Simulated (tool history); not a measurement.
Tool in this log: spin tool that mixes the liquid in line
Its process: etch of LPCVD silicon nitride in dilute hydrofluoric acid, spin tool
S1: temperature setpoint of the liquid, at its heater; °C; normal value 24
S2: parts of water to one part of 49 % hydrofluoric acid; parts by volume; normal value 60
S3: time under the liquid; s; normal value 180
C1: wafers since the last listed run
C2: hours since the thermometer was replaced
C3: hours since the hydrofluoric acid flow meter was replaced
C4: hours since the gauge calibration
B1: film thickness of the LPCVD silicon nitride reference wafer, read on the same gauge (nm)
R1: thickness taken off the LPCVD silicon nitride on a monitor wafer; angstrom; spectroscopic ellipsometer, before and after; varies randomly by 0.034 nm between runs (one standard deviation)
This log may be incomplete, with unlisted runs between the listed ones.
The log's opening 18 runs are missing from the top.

At day 40.1: thermometer replaced.
Run 19, day 40.121: usual settings but S3 105 s; C1 252; C2 0.5; C3 397.4; C4 507.2; B1 109.986. Result: R1 5.57 angstrom.
Run 20, day 41.796: usual settings but S1 25.5 °C, S2 70 parts by volume, S3 245 s; C1 380; C2 40.7; C3 437.6; C4 547.4; B1 109.981. Result: R1 12.93 angstrom.
Run 21, day 43.5: usual settings but S1 25.5 °C; C1 386; C2 81.6; C3 478.5; C4 588.3; B1 110.024. Result: R1 11.04 angstrom.
Run 22, day 44.571: usual settings but S2 75 parts by volume; C1 243; C2 107.3; C3 504.2; C4 614; B1 110.008. Result: R1 8.22 angstrom.
Run 23, day 46.575: usual settings but S2 40 parts by volume, S3 90 s; C1 454; C2 155.4; C3 552.3; C4 662.1; B1 110.014. Result: R1 7.46 angstrom.
Run 24, day 49.538: usual settings but S1 22.5 °C, S2 70 parts by volume; C1 672; C2 226.5; C3 623.4; C4 733.2; B1 109.977. Result: R1 7.32 angstrom.
Run 25, day 52.179: usual settings but S1 25.5 °C, S3 250 s; C1 599; C2 289.9; C3 686.8; C4 796.6; B1 109.994. Result: R1 15 angstrom.
At day 52.812: thermometer replaced, repeated, since the last time left the tool worse.
Run 26, day 53.296: usual settings but S3 250 s; C1 244; C2 11.6; C3 713.6; C4 823.4; B1 109.989. Result: R1 17.12 angstrom.
Run 27, day 55.754: usual settings; C1 558; C2 70.6; C3 772.6; C4 882.4; B1 109.993. Result: R1 11.86 angstrom.
Run 28, day 57.617: usual settings; C1 422; C2 115.3; C3 817.3; C4 927.1; B1 109.973. Result: R1 12.37 angstrom.
Run 29, day 59.329: usual settings but S3 110 s; C1 388; C2 156.4; C3 858.4; C4 968.2; B1 110.004. Result: R1 7.03 angstrom.
Run 30, day 61.717: usual settings but S1 21 °C, S2 35 parts by volume; C1 541; C2 213.7; C3 915.7; C4 1025.5; B1 110.001. Result: R1 16.24 angstrom.

Predict each of these 3 candidate next runs independently; none follows another, all start after run 30:
Run A, day 61.738: usual settings but S1 27.5 °C; C1 4; C2 214.2; C3 916.2; C4 1026; B1 ?. Result: R1 ?.
Run B, day 61.738: usual settings but S1 28 °C, S2 80 parts by volume, S3 130 s; C1 4; C2 214.2; C3 916.2; C4 1026; B1 ?. Result: R1 ?.
Run C, day 61.738: usual settings but S1 26.5 °C, S2 45 parts by volume; C1 4; C2 214.2; C3 916.2; C4 1026; B1 ?. Result: R1 ?.

run       B1     R1
  A  109.996   14.2
  B  109.996   7.97
  C  109.996  17.64
Without the tool's hidden state the same runs would have given:
run     R1
  A  14.53
  B   8.15
  C  18.06

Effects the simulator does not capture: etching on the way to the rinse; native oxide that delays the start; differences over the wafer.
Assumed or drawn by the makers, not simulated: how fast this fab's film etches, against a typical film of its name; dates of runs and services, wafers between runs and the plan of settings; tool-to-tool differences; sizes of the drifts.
